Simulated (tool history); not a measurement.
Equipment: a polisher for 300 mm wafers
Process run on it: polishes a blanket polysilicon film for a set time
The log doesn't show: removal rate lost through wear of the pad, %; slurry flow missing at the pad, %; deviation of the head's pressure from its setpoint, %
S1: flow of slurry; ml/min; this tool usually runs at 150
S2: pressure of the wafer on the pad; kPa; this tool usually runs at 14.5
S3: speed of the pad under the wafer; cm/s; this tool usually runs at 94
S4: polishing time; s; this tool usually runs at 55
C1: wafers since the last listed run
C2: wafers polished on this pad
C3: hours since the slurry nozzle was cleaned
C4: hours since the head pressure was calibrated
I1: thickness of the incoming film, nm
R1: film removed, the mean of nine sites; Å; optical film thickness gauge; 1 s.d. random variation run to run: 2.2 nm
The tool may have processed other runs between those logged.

run 1 day=0 | S1=150 S2=14.5 S3=94 S4=55 | C1=0 C2=2094 C3=526.2 C4=732.1 | I1=1366.6 | R1=3071
run 2 day=1.458 | S1=150 S2=14.5 S3=94 S4=55 | C1=515 C2=2610 C3=561.2 C4=767.1 | I1=1348 | R1=3071
-- day=2.521 head pressure recalibrated
run 3 day=4.162 | S1=150 S2=14.5 S3=94 S4=55 | C1=927 C2=3537 C3=626.1 C4=39.4 | I1=1354.3 | R1=3151
-- day=8.075 worn pad replaced by a new one
run 4 day=9.571 | S1=150 S2=14.5 S3=94 S4=55 | C1=1854 C2=529 C3=755.9 C4=169.2 | I1=1356.4 | R1=3119
-- day=10.675 slurry nozzle cleaned
run 5 day=10.95 | S1=150 S2=14.5 S3=94 S4=55 | C1=473 C2=1002 C3=6.6 C4=202.3 | I1=1355.6 | R1=3127
run 6 day=16.829 | S1=150 S2=11.7 S3=94 S4=41 | C1=2079 C2=3082 C3=147.7 C4=343.4 | I1=1373.3 | R1=1940
run 7 day=17.908 | S1=150 S2=11.7 S3=94 S4=41 | C1=381 C2=3464 C3=173.6 C4=369.3 | I1=1358.3 | R1=1902
run 8 day=18.958 | S1=150 S2=11.7 S3=94 S4=41 | C1=371 C2=3836 C3=198.8 C4=394.5 | I1=1366 | R1=1913
-- day=19.221 worn pad replaced by a new one
run 9 day=26.746 | S1=150 S2=14.5 S3=94 S4=55 | C1=2696 C2=2662 C3=385.7 C4=581.4 | I1=1384.6 | R1=3123
run 10 day=28.692 | S1=150 S2=14.5 S3=94 S4=55 | C1=688 C2=3351 C3=432.4 C4=628.1 | I1=1342.1 | R1=3082
run 11 day=30.879 | S1=150 S2=14.5 S3=94 S4=55 | C1=773 C2=4125 C3=484.9 C4=680.6 | I1=1370.3 | R1=3105
run 12 day=32.454 | S1=150 S2=14.5 S3=94 S4=55 | C1=557 C2=4682 C3=522.7 C4=718.4 | I1=1366.7 | R1=3093
-- day=33.242 worn pad replaced by a new one
run 13 day=34.704 | S1=150 S2=14.5 S3=94 S4=55 | C1=737 C2=516 C3=576.7 C4=772.4 | I1=1369.9 | R1=3098
-- day=35.112 head pressure recalibrated
run 14 day=36.779 | S1=170 S2=19.3 S3=94 S4=55 | C1=704 C2=1221 C3=626.5 C4=40 | I1=1365.6 | R1=4257
run 15 day=38.104 | S1=115 S2=17.9 S3=94 S4=48 | C1=468 C2=1690 C3=658.3 C4=71.8 | I1=1343.3 | R1=3237
run 16 day=40.917 | S1=105 S2=17.2 S3=94 S4=38 | C1=995 C2=2685 C3=725.8 C4=139.3 | I1=1372.2 | R1=2452
-- day=41.804 slurry nozzle cleaned
run 17 day=42.525 | S1=180 S2=14.5 S3=102 S4=55 | C1=554 C2=3239 C3=17.3 C4=177.9 | I1=1364.9 | R1=3489
-- day=44.775 worn pad replaced by a new one, of another model than before
run 18 day=44.796 | S1=150 S2=14.5 S3=94 S4=55 | C1=744 C2=6 C3=71.8 C4=232.4 | I1=1356.8 | R1=3206
run 19 day=47.35 | S1=150 S2=14.5 S3=94 S4=41 | C1=903 C2=910 C3=133.1 C4=293.7 | I1=1384.4 | R1=2367
run 20 day=49.783 | S1=175 S2=14.5 S3=72 S4=55 | C1=860 C2=1771 C3=191.5 C4=352.1 | I1=1381.5 | R1=2876
run 21 day=51.125 | S1=150 S2=14.5 S3=94 S4=55 | C1=474 C2=2246 C3=223.7 C4=384.3 | I1=1359.5 | R1=3158
run 22 day=52.379 | S1=150 S2=11 S3=106 S4=46 | C1=443 C2=2689 C3=253.8 C4=414.4 | I1=1374 | R1=2416
run 23 day=55.329 | S1=150 S2=14.5 S3=74 S4=70 | C1=1043 C2=3733 C3=324.6 C4=485.2 | I1=1369.3 | R1=3622
run 24 day=57.146 | S1=150 S2=14.5 S3=94 S4=55 | C1=642 C2=4376 C3=368.2 C4=528.8 | I1=1364 | R1=3187
-- day=57.392 worn pad replaced by a new one
run 25 day=59.546 | S1=150 S2=11.7 S3=94 S4=37 | C1=790 C2=762 C3=425.8 C4=586.4 | I1=1388 | R1=1840
run 26 day=61.238 | S1=115 S2=17.9 S3=94 S4=48 | C1=598 C2=1360 C3=466.4 C4=627 | I1=1355.4 | R1=3083
run 27 day=62.367 | S1=150 S2=14.5 S3=94 S4=55 | C1=399 C2=1760 C3=493.5 C4=654.1 | I1=1380.9 | R1=3134

5 options for the next run, each taken on its own from the tool as it stands now. Forecast them:
run A day=62.383 | S1=150 S2=11.7 S3=94 S4=55 | C1=5 C2=1766 C3=493.9 C4=654.5 | I1=1397.1 | R1=?
run B day=62.383 | S1=175 S2=11.7 S3=72 S4=44 | C1=5 C2=1766 C3=493.9 C4=654.5 | I1=1397.1 | R1=?
run C day=62.383 | S1=115 S2=11 S3=78 S4=64 | C1=5 C2=1766 C3=493.9 C4=654.5 | I1=1397.1 | R1=?
run D day=62.383 | S1=150 S2=10.3 S3=94 S4=44 | C1=5 C2=1766 C3=493.9 C4=654.5 | I1=1397.1 | R1=?
run E day=62.383 | S1=150 S2=14.5 S3=108 S4=55 | C1=5 C2=1766 C3=493.9 C4=654.5 | I1=1397.1 | R1=?

run=A R1=2775
run=B R1=2005
run=C R1=2805
run=D R1=2075
run=E R1=3355
Stripped of hidden state, with their random variation kept, the same runs would have yielded:
run=A R1=2813
run=B R1=2033
run=C R1=2844
run=D R1=2103
run=E R1=3401
